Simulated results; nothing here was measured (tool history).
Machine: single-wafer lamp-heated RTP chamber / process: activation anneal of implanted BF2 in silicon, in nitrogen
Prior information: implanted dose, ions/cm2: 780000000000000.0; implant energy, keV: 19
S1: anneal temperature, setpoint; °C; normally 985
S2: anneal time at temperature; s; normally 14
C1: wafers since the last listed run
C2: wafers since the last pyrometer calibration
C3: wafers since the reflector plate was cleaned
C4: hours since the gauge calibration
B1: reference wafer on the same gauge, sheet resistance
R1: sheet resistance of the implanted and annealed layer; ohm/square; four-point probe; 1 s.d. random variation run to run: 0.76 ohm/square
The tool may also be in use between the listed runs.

run 1 hour=0 | S1=985 S2=9 | C1=0 C2=7004 C3=9973 C4=1751.7 | B1=210.12 | R1=225.01
run 2 hour=47.7 | S1=985 S2=9 | C1=831 C2=7835 C3=10804 C4=1799.4 | B1=210.16 | R1=223.85
run 3 hour=85.5 | S1=985 S2=14 | C1=658 C2=8494 C3=11463 C4=1837.2 | B1=209.74 | R1=214.16
-- hour=101.4 pyrometer window cleaned and pyrometer calibrated
-- hour=129.5 reflector plate cleaned
run 4 hour=130 | S1=985 S2=14 | C1=496 C2=358 C3=8 C4=1881.7 | B1=209.93 | R1=218.57
run 5 hour=205 | S1=985 S2=14 | C1=1307 C2=1665 C3=1315 C4=1956.7 | B1=210.04 | R1=218.13
run 6 hour=286.6 | S1=991 S2=14 | C1=1422 C2=3087 C3=2737 C4=2038.3 | B1=209.93 | R1=211.58
run 7 hour=352.7 | S1=985 S2=14 | C1=1151 C2=4239 C3=3889 C4=2104.4 | B1=209.98 | R1=217.84
run 8 hour=396 | S1=985 S2=14 | C1=754 C2=4994 C3=4644 C4=2147.7 | B1=210.25 | R1=219.11
run 9 hour=465 | S1=985 S2=14 | C1=1202 C2=6196 C3=5846 C4=2216.7 | B1=210.23 | R1=216.96
run 10 hour=571.5 | S1=985 S2=14 | C1=1855 C2=8052 C3=7702 C4=2323.2 | B1=209.67 | R1=217.55
-- hour=621.4 pyrometer window cleaned and pyrometer calibrated
run 11 hour=667.8 | S1=1000 S2=14 | C1=1538 C2=808 C3=9241 C4=2419.5 | B1=209.91 | R1=198.59
run 12 hour=718.2 | S1=1000 S2=14 | C1=878 C2=1686 C3=10119 C4=2469.9 | B1=209.69 | R1=198.67
-- hour=772.9 gauge calibrated
run 13 hour=774.5 | S1=1000 S2=14 | C1=981 C2=2667 C3=11100 C4=1.6 | B1=209.98 | R1=198.37
run 14 hour=835.8 | S1=985 S2=14 | C1=1068 C2=3735 C3=12169 C4=62.9 | B1=210.12 | R1=215.13
run 15 hour=932.5 | S1=985 S2=14 | C1=1685 C2=5421 C3=13854 C4=159.6 | B1=209.93 | R1=214.62
-- hour=954.9 reflector plate cleaned
run 16 hour=993 | S1=985 S2=10 | C1=914 C2=6335 C3=664 C4=220.1 | B1=210.25 | R1=215.63
run 17 hour=1094.5 | S1=985 S2=10 | C1=1768 C2=8104 C3=2433 C4=321.6 | B1=209.76 | R1=216.46
-- hour=1181.5 pyrometer window cleaned and pyrometer calibrated
run 18 hour=1182 | S1=1005 S2=12 | C1=1385 C2=8 C3=3818 C4=409.1 | B1=210.17 | R1=192.66
run 19 hour=1238.8 | S1=1005 S2=10 | C1=989 C2=998 C3=4808 C4=465.9 | B1=210.26 | R1=196.04
-- hour=1293.7 reflector plate cleaned, repeated, since the last time left the tool worse
run 20 hour=1294.2 | S1=985 S2=19 | C1=826 C2=1824 C3=8 C4=521.3 | B1=209.94 | R1=214.02
run 21 hour=1362.3 | S1=977 S2=14 | C1=1186 C2=3011 C3=1195 C4=589.4 | B1=209.97 | R1=230.15
run 22 hour=1430.4 | S1=985 S2=14 | C1=1186 C2=4198 C3=2382 C4=657.5 | B1=209.82 | R1=218.45
run 23 hour=1534.9 | S1=985 S2=14 | C1=1821 C2=6019 C3=4203 C4=762 | B1=209.93 | R1=217.53
run 24 hour=1596.4 | S1=962 S2=10 | C1=1071 C2=7091 C3=5275 C4=823.5 | B1=210.36 | R1=258.19
-- hour=1655.5 pyrometer window cleaned and pyrometer calibrated
run 25 hour=1702 | S1=985 S2=6 | C1=1700 C2=810 C3=6976 C4=929.1 | B1=209.91 | R1=233.27
run 26 hour=1875.8 | S1=985 S2=14 | C1=3028 C2=3838 C3=10005 C4=1102.9 | B1=209.82 | R1=214.73
run 27 hour=1932.8 | S1=956 S2=21 | C1=993 C2=4832 C3=10998 C4=1159.9 | B1=210.05 | R1=249.08
-- hour=2044.3 reflector plate cleaned
run 28 hour=2044.8 | S1=985 S2=14 | C1=1812 C2=6644 C3=9 C4=1271.9 | B1=209.87 | R1=218.78
-- hour=2099.2 pyrometer window cleaned and pyrometer calibrated
run 29 hour=2125.9 | S1=964 S2=10 | C1=1273 C2=464 C3=1283 C4=1353 | B1=210.28 | R1=257.86
run 30 hour=2187.8 | S1=967 S2=8 | C1=1078 C2=1543 C3=2361 C4=1414.9 | B1=210.05 | R1=255.03
run 31 hour=2233.1 | S1=977 S2=17 | C1=789 C2=2333 C3=3151 C4=1460.2 | B1=209.92 | R1=225.57
run 32 hour=2269.4 | S1=1012 S2=17 | C1=632 C2=2965 C3=3783 C4=1496.5 | B1=209.82 | R1=186.39
run 33 hour=2348.7 | S1=997 S2=14 | C1=1381 C2=4347 C3=5165 C4=1575.8 | B1=209.92 | R1=205.2
run 34 hour=2402.9 | S1=962 S2=10 | C1=944 C2=5292 C3=6110 C4=1630 | B1=209.66 | R1=257.26
run 35 hour=2440.7 | S1=969 S2=8 | C1=658 C2=5950 C3=6769 C4=1667.8 | B1=209.8 | R1=250.11

Results for each run, recomputed without the tool's hidden state and with each run's random variation untouched:
Hidden state present: true wafer temperature minus pyrometer reading, K; wafer temperature error from the tarnished reflector plate, K; gauge reads high (%).
run=1 R1=228.75
run=2 R1=227.87
run=3 R1=218.39
run=4 R1=219
run=5 R1=219.04
run=6 R1=212.87
run=7 R1=219.67
run=8 R1=221.23
run=9 R1=219.49
run=10 R1=220.75
run=11 R1=201.52
run=12 R1=201.84
run=13 R1=201.81
run=14 R1=219.93
run=15 R1=220
run=16 R1=225.39
run=17 R1=226.85
run=18 R1=200.65
run=19 R1=204.32
run=20 R1=214.38
run=21 R1=231.04
run=22 R1=219.68
run=23 R1=219.41
run=24 R1=260.96
run=25 R1=236.11
run=26 R1=218.69
run=27 R1=254.77
run=28 R1=219.26
run=29 R1=259.07
run=30 R1=256.66
run=31 R1=227.4
run=32 R1=187.63
run=33 R1=207.16
run=34 R1=260.6
run=35 R1=253.57
